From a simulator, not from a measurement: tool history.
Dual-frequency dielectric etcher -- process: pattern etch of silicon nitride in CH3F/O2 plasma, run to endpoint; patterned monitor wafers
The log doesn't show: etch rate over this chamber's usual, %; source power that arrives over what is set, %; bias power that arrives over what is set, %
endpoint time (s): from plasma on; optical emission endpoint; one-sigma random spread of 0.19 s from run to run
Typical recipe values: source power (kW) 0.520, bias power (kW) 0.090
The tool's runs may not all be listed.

run	hour	source power (kW)	bias power (kW)	wafers since the last listed run	hours since the last wet clean	hours since the last source power generator calibration	hours since the last bias power generator calibration	hours since the last upper electrode change	incoming incoming film thickness, nm	endpoint time (s)
1	0.0	0.550	0.073	0	134.4	4121.1	3947.1	2386.2	65.3	65.4
2	24.5	0.460	0.090	129	158.9	4145.6	3971.6	2410.7	65.8	65.9
3	56.1	0.570	0.105	167	190.5	4177.2	4003.2	2442.3	64.8	57.9
4	82.9	0.570	0.105	141	217.3	4204.0	4030.0	2469.1	65.5	58.1
5	114.7	0.570	0.105	168	249.1	4235.8	4061.8	2500.9	64.9	57.8
6	132.5	0.460	0.082	94	266.9	4253.6	4079.6	2518.7	65.4	66.6
7	148.9	0.460	0.082	86	283.3	4270.0	4096.0	2535.1	65.2	66.7
8	165.7	0.460	0.082	88	300.1	4286.8	4112.8	2551.9	66.0	67.1
9	187.2	0.520	0.099	113	321.6	4308.3	4134.3	2573.4	65.3	60.5
# hour 218.8: source power generator calibrated
10	219.3	0.520	0.099	148	353.7	0.5	4166.4	2605.5	65.2	60.7
11	239.8	0.580	0.103	108	374.2	21.0	4186.9	2626.0	64.9	57.5
12	275.3	0.520	0.101	187	409.7	56.5	4222.4	2661.5	65.3	60.3
# hour 308.7: bias power generator calibrated
13	311.2	0.610	0.108	168	445.6	92.4	2.5	2697.4	64.6	55.5
# hour 336.7: upper electrode replaced
14	347.0	0.440	0.083	62	481.4	128.2	38.3	10.3	65.0	66.5
15	365.4	0.520	0.090	97	499.8	146.6	56.7	28.7	65.4	61.9
# hour 396.7: wet clean of the chamber
16	397.2	0.460	0.082	41	0.5	178.4	88.5	60.5	65.7	68.1
17	415.0	0.520	0.076	94	18.3	196.2	106.3	78.3	65.2	66.6
18	446.5	0.470	0.090	166	49.8	227.7	137.8	109.8	64.8	65.1
19	472.4	0.650	0.069	137	75.7	253.6	163.7	135.7	65.1	63.1
20	502.7	0.560	0.073	160	106.0	283.9	194.0	166.0	65.2	65.4

Across each entry between runs, compare the hidden state at the last listed run before it with the hidden state at the first listed run after it:
After run 9, before run 10: source power generator calibrated (hour 218.8)
  etch rate over this chamber's usual, %: 1.39 -> 1.52
  what was measured, less what the result would be without the hidden state, endpoint time (s): -0.9 -> -0.9
After run 12, before run 13: bias power generator calibrated (hour 308.7)
  etch rate over this chamber's usual, %: 1.76 -> 1.92
  what was measured, less what the result would be without the hidden state, endpoint time (s): -1.1 -> -1.0
After run 13, before run 14: upper electrode replaced (hour 336.7)
  etch rate over this chamber's usual, %: 1.92 -> 2.07
  what was measured, less what the result would be without the hidden state, endpoint time (s): -1.0 -> -1.4
After run 15, before run 16: wet clean of the chamber (hour 396.7)
  etch rate over this chamber's usual, %: 2.15 -> -0.539
  what was measured, less what the result would be without the hidden state, endpoint time (s): -1.3 -> +0.3

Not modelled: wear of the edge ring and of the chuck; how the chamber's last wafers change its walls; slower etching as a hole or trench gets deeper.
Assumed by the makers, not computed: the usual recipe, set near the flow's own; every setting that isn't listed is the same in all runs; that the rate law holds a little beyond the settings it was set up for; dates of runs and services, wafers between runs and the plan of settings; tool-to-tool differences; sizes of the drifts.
